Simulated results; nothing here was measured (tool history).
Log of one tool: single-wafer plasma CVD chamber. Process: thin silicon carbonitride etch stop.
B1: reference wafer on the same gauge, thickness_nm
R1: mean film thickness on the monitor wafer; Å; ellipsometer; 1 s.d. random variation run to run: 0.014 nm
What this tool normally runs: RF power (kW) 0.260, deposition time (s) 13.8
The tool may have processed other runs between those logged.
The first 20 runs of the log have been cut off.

run 21 day=48.871 | RF_power_(kW)=0.295 deposition_time_(s)=14.9 | B1=8.840 | R1=104.83
run 22 day=50.354 | RF_power_(kW)=0.260 deposition_time_(s)=13.8 | B1=8.835 | R1=93.03
run 23 day=52.725 | RF_power_(kW)=0.260 deposition_time_(s)=13.8 | B1=8.838 | R1=93.13
run 24 day=54.067 | RF_power_(kW)=0.305 deposition_time_(s)=13.8 | B1=8.841 | R1=98.10
run 25 day=55.721 | RF_power_(kW)=0.285 deposition_time_(s)=12.0 | B1=8.841 | R1=83.46
-- day=56.062 showerhead replaced
run 26 day=58.092 | RF_power_(kW)=0.310 deposition_time_(s)=15.4 | B1=8.838 | R1=110.15
run 27 day=59.371 | RF_power_(kW)=0.260 deposition_time_(s)=13.8 | B1=8.842 | R1=93.05
run 28 day=61.312 | RF_power_(kW)=0.260 deposition_time_(s)=13.8 | B1=8.840 | R1=92.84
run 29 day=63.612 | RF_power_(kW)=0.260 deposition_time_(s)=13.8 | B1=8.837 | R1=93.04
run 30 day=66.554 | RF_power_(kW)=0.260 deposition_time_(s)=11.3 | B1=8.842 | R1=76.00
run 31 day=68.288 | RF_power_(kW)=0.225 deposition_time_(s)=11.1 | B1=8.839 | R1=71.03
run 32 day=69.504 | RF_power_(kW)=0.260 deposition_time_(s)=13.8 | B1=8.841 | R1=92.91
run 33 day=71.067 | RF_power_(kW)=0.260 deposition_time_(s)=13.1 | B1=8.836 | R1=88.03
run 34 day=73.383 | RF_power_(kW)=0.260 deposition_time_(s)=14.6 | B1=8.840 | R1=98.26
run 35 day=75.004 | RF_power_(kW)=0.290 deposition_time_(s)=15.3 | B1=8.839 | R1=106.51
run 36 day=76.929 | RF_power_(kW)=0.260 deposition_time_(s)=16.3 | B1=8.841 | R1=109.75

4 options for the next run, each taken on its own from the tool as it stands now. Forecast them:
run A day=76.946 | RF_power_(kW)=0.230 deposition_time_(s)=13.8 | B1=? | R1=?
run B day=76.946 | RF_power_(kW)=0.230 deposition_time_(s)=11.7 | B1=? | R1=?
run C day=76.946 | RF_power_(kW)=0.260 deposition_time_(s)=16.1 | B1=? | R1=?
run D day=76.946 | RF_power_(kW)=0.295 deposition_time_(s)=12.5 | B1=? | R1=?

run=A B1=8.841 R1=89.01
run=B B1=8.841 R1=75.47
run=C B1=8.841 R1=108.21
run=D B1=8.841 R1=87.60
What these runs would have given with no unlogged condition in the tool:
run=A R1=89.61
run=B R1=75.97
run=C R1=108.93
run=D R1=88.18

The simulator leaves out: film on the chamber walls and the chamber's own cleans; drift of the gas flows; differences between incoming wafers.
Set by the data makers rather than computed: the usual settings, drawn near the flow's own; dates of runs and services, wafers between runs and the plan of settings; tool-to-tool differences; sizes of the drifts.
